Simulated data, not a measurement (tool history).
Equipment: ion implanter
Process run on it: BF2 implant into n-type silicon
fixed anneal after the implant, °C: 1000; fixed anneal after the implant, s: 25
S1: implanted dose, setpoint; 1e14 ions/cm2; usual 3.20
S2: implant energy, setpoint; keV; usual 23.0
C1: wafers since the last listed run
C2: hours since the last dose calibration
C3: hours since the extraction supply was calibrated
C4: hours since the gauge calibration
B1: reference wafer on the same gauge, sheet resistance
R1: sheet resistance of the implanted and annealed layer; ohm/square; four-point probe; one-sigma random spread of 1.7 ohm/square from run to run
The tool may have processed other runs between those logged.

run,hour,S1,S2,C1,C2,C3,C4,B1,R1
1,0.0,3.20,23.0,0,658.1,2198.1,240.3,303.65,353.98
2,30.3,3.20,23.0,612,688.4,2228.4,270.6,303.67,353.18
3,63.8,3.20,23.0,676,721.9,2261.9,304.1,303.76,352.53
4,82.0,3.20,23.0,367,740.1,2280.1,322.3,304.10,353.64
5,105.2,3.20,23.0,468,763.3,2303.3,345.5,304.34,354.10
6,121.4,3.20,23.0,327,779.5,2319.5,361.7,304.06,353.93
7,154.7,3.20,23.0,672,812.8,2352.8,395.0,304.05,357.46
# hour 183.1: extraction supply calibrated
# hour 189.0: gauge calibrated
8,211.8,3.20,23.0,992,869.9,28.7,22.8,303.95,351.33
9,244.7,3.20,18.5,664,902.8,61.6,55.7,303.87,361.04
10,261.7,3.20,18.5,343,919.8,78.6,72.7,304.07,361.32
11,287.9,3.20,18.5,529,946.0,104.8,98.9,304.39,363.50
12,305.1,3.20,15.0,347,963.2,122.0,116.1,303.50,373.47
13,326.8,3.20,23.0,438,984.9,143.7,137.8,303.66,354.03
14,344.1,2.54,19.0,349,1002.2,161.0,155.1,303.82,434.35
15,375.3,2.83,19.5,630,1033.4,192.2,186.3,304.43,395.21
16,388.3,3.20,23.0,262,1046.4,205.2,199.3,303.85,356.05
17,412.5,2.42,27.5,488,1070.6,229.4,223.5,303.99,438.21
# hour 441.9: Faraday cup replaced and dose calibrated
18,446.1,3.63,27.5,517,4.2,263.0,257.1,303.92,313.70
19,465.5,3.20,20.5,391,23.6,282.4,276.5,304.27,359.44
20,495.1,2.38,23.0,598,53.2,312.0,306.1,304.03,454.67
21,528.5,3.20,23.0,674,86.6,345.4,339.5,304.18,354.23
22,562.2,3.77,15.0,680,120.3,379.1,373.2,304.03,330.29

Hidden state at the last listed run before each entry between runs and at the first one after, where it differs:
Between runs 7 and 8: extraction supply calibrated (hour 183.1); gauge calibrated (hour 189.0)
  no hidden state differs between the two runs
Between runs 17 and 18: Faraday cup replaced and dose calibrated (hour 441.9)
  no hidden state differs between the two runs
